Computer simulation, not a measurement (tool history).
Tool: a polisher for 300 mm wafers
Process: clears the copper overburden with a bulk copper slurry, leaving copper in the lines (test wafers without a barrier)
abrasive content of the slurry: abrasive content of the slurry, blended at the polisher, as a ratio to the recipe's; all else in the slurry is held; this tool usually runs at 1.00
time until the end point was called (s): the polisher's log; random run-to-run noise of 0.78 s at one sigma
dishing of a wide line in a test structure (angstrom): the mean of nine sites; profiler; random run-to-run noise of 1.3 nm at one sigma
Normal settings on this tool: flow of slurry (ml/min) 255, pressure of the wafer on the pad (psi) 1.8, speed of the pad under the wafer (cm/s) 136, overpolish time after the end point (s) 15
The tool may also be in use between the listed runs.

run,day,flow of slurry (ml/min),pressure of the wafer on the pad (psi),speed of the pad under the wafer (cm/s),abrasive content of the slurry,overpolish time after the end point (s),"incoming thickness of the incoming film, nm",time until the end point was called (s),dishing of a wide line in a test structure (angstrom)
1,0.000,255,1.8,136,1.00,15,699.0,79.4,665
2,1.300,255,1.8,136,1.00,15,694.1,81.2,650
3,2.329,255,1.5,136,1.00,15,686.7,98.2,529
4,2.850,255,1.5,136,1.00,15,696.5,103.6,544
5,3.879,255,1.5,136,1.00,15,700.7,92.7,569
6,4.512,255,1.8,136,1.00,15,684.0,77.2,680
7,5.871,255,1.8,136,1.00,15,698.0,80.4,647
8,6.858,255,1.8,136,1.00,15,682.7,79.0,656
9,8.167,255,1.8,136,1.00,15,688.7,80.4,649
10,9.412,255,1.8,136,1.00,15,695.1,82.5,635
11,10.454,255,1.8,136,1.00,15,697.0,87.5,616
12,11.950,255,1.8,136,1.00,15,692.2,82.1,639
13,12.971,255,1.8,136,1.00,20,696.1,72.8,829
14,14.412,255,1.8,136,1.00,15,689.7,73.1,691
15,14.912,255,1.8,136,1.00,12,696.9,75.6,609
16,15.900,255,1.8,136,1.00,15,698.8,75.2,723
17,17.254,255,2.2,136,0.70,15,700.0,65.9,800
18,17.942,320,1.8,136,1.00,15,686.8,75.7,695
19,19.392,255,1.8,136,1.00,18,699.2,80.9,738
20,20.858,255,1.3,136,1.20,9,678.1,92.0,387
21,21.992,255,2.1,136,1.00,15,683.4,60.2,802
22,22.954,255,1.8,136,1.00,15,686.8,72.2,706
23,24.079,220,2.0,170,1.00,15,695.4,54.1,857
24,25.308,185,1.8,136,1.15,15,684.3,75.0,689
25,26.783,310,1.8,136,1.00,15,702.0,75.8,698
26,28.112,255,1.8,150,1.00,15,694.8,65.6,755

Withheld: 7 entries from between the runs. Position of each, and hidden state at the listed run before versus the listed run after:
After run 4, before run 5: worn pad replaced by a new one (day 3.858)
  removal rate lost through wear of the pad, %: 9.98 -> 1.94; deviation of the head's pressure from its setpoint, %: -6.7 -> -7.08
  measured less the result without the state, time until the end point was called (s): +16.6 -> +8.2; dishing of a wide line in a test structure (angstrom): -73 -> -43
After run 11, before run 12: worn pad replaced by a new one (day 11.158)
  removal rate lost through wear of the pad, %: 8.65 -> 1.88; deviation of the head's pressure from its setpoint, %: -9.78 -> -10.4
  measured less the result without the state, time until the end point was called (s): +15.3 -> +10.0; dishing of a wide line in a test structure (angstrom): -93 -> -67
After run 12, before run 13: head pressure recalibrated (day 12.621)
  removal rate lost through wear of the pad, %: 1.88 -> 2.29; deviation of the head's pressure from its setpoint, %: -10.4 -> 0.175
  measured less the result without the state, time until the end point was called (s): +10.0 -> +1.5; dishing of a wide line in a test structure (angstrom): -67 -> -9
After run 15, before run 16: slurry blender recalibrated (day 15.625)
  removal rate lost through wear of the pad, %: 3.96 -> 5.25; deviation of the head's pressure from its setpoint, %: 0.151 -> 0.125
  measured less the result without the state, time until the end point was called (s): +2.9 -> +3.8; dishing of a wide line in a test structure (angstrom): -16 -> -24
After run 16, before run 17: slurry nozzle cleaned (day 16.350)
  removal rate lost through wear of the pad, %: 5.25 -> 7.51; deviation of the head's pressure from its setpoint, %: 0.125 -> 0.0747
  measured less the result without the state, time until the end point was called (s): +3.8 -> +4.9; dishing of a wide line in a test structure (angstrom): -24 -> -38
After run 19, before run 20: worn pad replaced by a new one (day 20.062)
  removal rate lost through wear of the pad, %: 12.2 -> 0.154; deviation of the head's pressure from its setpoint, %: -0.0405 -> -0.144
  measured less the result without the state, time until the end point was called (s): +10.0 -> +0.3; dishing of a wide line in a test structure (angstrom): -58 -> -1
After run 25, before run 26: worn pad replaced by a new one (day 27.908)
  removal rate lost through wear of the pad, %: 7.03 -> 0.38; deviation of the head's pressure from its setpoint, %: -0.772 -> -0.958
  measured less the result without the state, time until the end point was called (s): +5.9 -> +0.9; dishing of a wide line in a test structure (angstrom): -37 -> -7
